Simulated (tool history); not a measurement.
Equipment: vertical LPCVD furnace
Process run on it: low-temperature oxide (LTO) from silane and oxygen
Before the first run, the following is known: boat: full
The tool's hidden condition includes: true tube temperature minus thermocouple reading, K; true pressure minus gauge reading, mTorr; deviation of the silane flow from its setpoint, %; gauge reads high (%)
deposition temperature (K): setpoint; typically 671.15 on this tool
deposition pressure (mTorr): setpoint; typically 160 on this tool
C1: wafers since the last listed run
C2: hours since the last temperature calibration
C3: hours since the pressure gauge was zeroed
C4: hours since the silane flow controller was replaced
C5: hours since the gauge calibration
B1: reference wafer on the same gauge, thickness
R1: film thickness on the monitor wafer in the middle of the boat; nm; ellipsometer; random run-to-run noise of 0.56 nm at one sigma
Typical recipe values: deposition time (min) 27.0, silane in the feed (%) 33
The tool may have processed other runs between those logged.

{"run": 1, "hour": 0.0, "deposition temperature (K)": 671.15, "deposition pressure (mTorr)": 160, "deposition time (min)": 27.0, "silane in the feed (%)": 33, "C1": 0, "C2": 2010.4, "C3": 2722.9, "C4": 3489.1, "C5": 565.5, "B1": 147.67, "R1": 135.16}
{"run": 2, "hour": 30.0, "deposition temperature (K)": 671.15, "deposition pressure (mTorr)": 160, "deposition time (min)": 27.0, "silane in the feed (%)": 33, "C1": 551, "C2": 2040.4, "C3": 2752.9, "C4": 3519.1, "C5": 595.5, "B1": 147.8, "R1": 134.64}
{"run": 3, "hour": 43.4, "deposition temperature (K)": 671.15, "deposition pressure (mTorr)": 160, "deposition time (min)": 27.0, "silane in the feed (%)": 33, "C1": 246, "C2": 2053.8, "C3": 2766.3, "C4": 3532.5, "C5": 608.9, "B1": 147.73, "R1": 135.96}
{"run": 4, "hour": 71.0, "deposition temperature (K)": 671.15, "deposition pressure (mTorr)": 160, "deposition time (min)": 27.0, "silane in the feed (%)": 33, "C1": 507, "C2": 2081.4, "C3": 2793.9, "C4": 3560.1, "C5": 636.5, "B1": 148.03, "R1": 135.68}
{"run": 5, "hour": 98.0, "deposition temperature (K)": 671.15, "deposition pressure (mTorr)": 160, "deposition time (min)": 27.0, "silane in the feed (%)": 33, "C1": 496, "C2": 2108.4, "C3": 2820.9, "C4": 3587.1, "C5": 663.5, "B1": 147.97, "R1": 135.15}
{"run": 6, "hour": 129.3, "deposition temperature (K)": 671.15, "deposition pressure (mTorr)": 160, "deposition time (min)": 27.0, "silane in the feed (%)": 33, "C1": 575, "C2": 2139.7, "C3": 2852.2, "C4": 3618.4, "C5": 694.8, "B1": 148.24, "R1": 135.39}
{"run": 7, "hour": 161.3, "deposition temperature (K)": 671.15, "deposition pressure (mTorr)": 160, "deposition time (min)": 27.0, "silane in the feed (%)": 33, "C1": 588, "C2": 2171.7, "C3": 2884.2, "C4": 3650.4, "C5": 726.8, "B1": 148.43, "R1": 135.92}
{"hour": 194.9, "done": "pressure gauge zeroed"}
{"run": 8, "hour": 195.4, "deposition temperature (K)": 671.15, "deposition pressure (mTorr)": 160, "deposition time (min)": 27.0, "silane in the feed (%)": 33, "C1": 185, "C2": 2205.8, "C3": 0.5, "C4": 3684.5, "C5": 760.9, "B1": 148.45, "R1": 136.77}
{"run": 9, "hour": 202.3, "deposition temperature (K)": 671.15, "deposition pressure (mTorr)": 160, "deposition time (min)": 27.0, "silane in the feed (%)": 33, "C1": 126, "C2": 2212.7, "C3": 7.4, "C4": 3691.4, "C5": 767.8, "B1": 148.58, "R1": 135.3}
{"run": 10, "hour": 225.5, "deposition temperature (K)": 671.15, "deposition pressure (mTorr)": 160, "deposition time (min)": 27.0, "silane in the feed (%)": 33, "C1": 426, "C2": 2235.9, "C3": 30.6, "C4": 3714.6, "C5": 791.0, "B1": 148.75, "R1": 137.29}
{"run": 11, "hour": 253.6, "deposition temperature (K)": 671.15, "deposition pressure (mTorr)": 160, "deposition time (min)": 27.0, "silane in the feed (%)": 33, "C1": 516, "C2": 2264.0, "C3": 58.7, "C4": 3742.7, "C5": 819.1, "B1": 148.93, "R1": 136.43}
{"run": 12, "hour": 279.6, "deposition temperature (K)": 671.15, "deposition pressure (mTorr)": 195, "deposition time (min)": 27.0, "silane in the feed (%)": 33, "C1": 478, "C2": 2290.0, "C3": 84.7, "C4": 3768.7, "C5": 845.1, "B1": 148.97, "R1": 166.8}
{"run": 13, "hour": 308.4, "deposition temperature (K)": 671.15, "deposition pressure (mTorr)": 160, "deposition time (min)": 33.0, "silane in the feed (%)": 35, "C1": 529, "C2": 2318.8, "C3": 113.5, "C4": 3797.5, "C5": 873.9, "B1": 149.29, "R1": 181.26}
{"hour": 340.0, "done": "thermocouples replaced and temperature profile calibrated"}
{"hour": 366.8, "done": "silane flow controller replaced"}
{"run": 14, "hour": 412.8, "deposition temperature (K)": 671.15, "deposition pressure (mTorr)": 160, "deposition time (min)": 27.0, "silane in the feed (%)": 33, "C1": 1037, "C2": 72.8, "C3": 217.9, "C4": 46.0, "C5": 978.3, "B1": 149.88, "R1": 136.89}
{"run": 15, "hour": 426.6, "deposition temperature (K)": 671.15, "deposition pressure (mTorr)": 160, "deposition time (min)": 27.0, "silane in the feed (%)": 33, "C1": 253, "C2": 86.6, "C3": 231.7, "C4": 59.8, "C5": 992.1, "B1": 150.01, "R1": 137.06}
{"run": 16, "hour": 451.4, "deposition temperature (K)": 675.15, "deposition pressure (mTorr)": 160, "deposition time (min)": 20.0, "silane in the feed (%)": 36, "C1": 456, "C2": 111.4, "C3": 256.5, "C4": 84.6, "C5": 1016.9, "B1": 150.32, "R1": 120.26}
{"run": 17, "hour": 479.2, "deposition temperature (K)": 671.15, "deposition pressure (mTorr)": 160, "deposition time (min)": 27.0, "silane in the feed (%)": 33, "C1": 511, "C2": 139.2, "C3": 284.3, "C4": 112.4, "C5": 1044.7, "B1": 150.47, "R1": 138.34}
{"run": 18, "hour": 505.1, "deposition temperature (K)": 671.15, "deposition pressure (mTorr)": 160, "deposition time (min)": 35.0, "silane in the feed (%)": 33, "C1": 476, "C2": 165.1, "C3": 310.2, "C4": 138.3, "C5": 1070.6, "B1": 150.66, "R1": 179.87}
{"run": 19, "hour": 517.7, "deposition temperature (K)": 664.15, "deposition pressure (mTorr)": 180, "deposition time (min)": 27.0, "silane in the feed (%)": 38, "C1": 231, "C2": 177.7, "C3": 322.8, "C4": 150.9, "C5": 1083.2, "B1": 150.85, "R1": 171.56}
{"run": 20, "hour": 539.8, "deposition temperature (K)": 671.15, "deposition pressure (mTorr)": 190, "deposition time (min)": 27.0, "silane in the feed (%)": 33, "C1": 406, "C2": 199.8, "C3": 344.9, "C4": 173.0, "C5": 1105.3, "B1": 150.95, "R1": 164.84}
{"run": 21, "hour": 566.6, "deposition temperature (K)": 671.15, "deposition pressure (mTorr)": 160, "deposition time (min)": 27.0, "silane in the feed (%)": 29, "C1": 492, "C2": 226.6, "C3": 371.7, "C4": 199.8, "C5": 1132.1, "B1": 151.25, "R1": 114.21}
{"run": 22, "hour": 584.3, "deposition temperature (K)": 682.15, "deposition pressure (mTorr)": 160, "deposition time (min)": 27.0, "silane in the feed (%)": 33, "C1": 325, "C2": 244.3, "C3": 389.4, "C4": 217.5, "C5": 1149.8, "B1": 151.28, "R1": 156.29}
{"hour": 611.7, "done": "gauge calibrated"}
{"run": 23, "hour": 617.1, "deposition temperature (K)": 677.15, "deposition pressure (mTorr)": 185, "deposition time (min)": 32.0, "silane in the feed (%)": 33, "C1": 603, "C2": 277.1, "C3": 422.2, "C4": 250.3, "C5": 5.4, "B1": 147.11, "R1": 198.55}
{"run": 24, "hour": 643.2, "deposition temperature (K)": 671.15, "deposition pressure (mTorr)": 195, "deposition time (min)": 34.0, "silane in the feed (%)": 28, "C1": 480, "C2": 303.2, "C3": 448.3, "C4": 276.4, "C5": 31.5, "B1": 147.24, "R1": 162.89}
{"run": 25, "hour": 665.6, "deposition temperature (K)": 665.15, "deposition pressure (mTorr)": 160, "deposition time (min)": 27.0, "silane in the feed (%)": 36, "C1": 412, "C2": 325.6, "C3": 470.7, "C4": 298.8, "C5": 53.9, "B1": 147.05, "R1": 142.05}
{"run": 26, "hour": 684.4, "deposition temperature (K)": 671.15, "deposition pressure (mTorr)": 160, "deposition time (min)": 33.5, "silane in the feed (%)": 30, "C1": 345, "C2": 344.4, "C3": 489.5, "C4": 317.6, "C5": 72.7, "B1": 147.03, "R1": 145.52}
{"run": 27, "hour": 699.8, "deposition temperature (K)": 671.15, "deposition pressure (mTorr)": 160, "deposition time (min)": 27.0, "silane in the feed (%)": 33, "C1": 283, "C2": 359.8, "C3": 504.9, "C4": 333.0, "C5": 88.1, "B1": 147.33, "R1": 134.59}
{"run": 28, "hour": 789.5, "deposition temperature (K)": 680.15, "deposition pressure (mTorr)": 135, "deposition time (min)": 27.0, "silane in the feed (%)": 38, "C1": 1650, "C2": 449.5, "C3": 594.6, "C4": 422.7, "C5": 177.8, "B1": 147.22, "R1": 151.2}
{"run": 29, "hour": 824.5, "deposition temperature (K)": 680.15, "deposition pressure (mTorr)": 135, "deposition time (min)": 27.0, "silane in the feed (%)": 38, "C1": 643, "C2": 484.5, "C3": 629.6, "C4": 457.7, "C5": 212.8, "B1": 147.3, "R1": 152.46}
{"run": 30, "hour": 846.3, "deposition temperature (K)": 671.15, "deposition pressure (mTorr)": 160, "deposition time (min)": 27.0, "silane in the feed (%)": 33, "C1": 401, "C2": 506.3, "C3": 651.4, "C4": 479.5, "C5": 234.6, "B1": 147.17, "R1": 134.8}

Difference, measured minus no-hidden-state, one row per run. Run-to-run variation is common to both terms; the gauge's own scatter need not be:
run=1 R1=+0.53
run=2 R1=+0.64
run=3 R1=+0.71
run=4 R1=+0.82
run=5 R1=+0.94
run=6 R1=+1.09
run=7 R1=+1.25
run=8 R1=+1.43
run=9 R1=+1.46
run=10 R1=+1.60
run=11 R1=+1.75
run=12 R1=+2.32
run=13 R1=+2.75
run=14 R1=+2.74
run=15 R1=+2.83
run=16 R1=+2.64
run=17 R1=+3.22
run=18 R1=+4.44
run=19 R1=+4.34
run=20 R1=+4.37
run=21 R1=+3.20
run=22 R1=+4.53
run=23 R1=+0.14
run=24 R1=+0.11
run=25 R1=+0.11
run=26 R1=+0.11
run=27 R1=+0.12
run=28 R1=+0.23
run=29 R1=+0.28
run=30 R1=+0.28
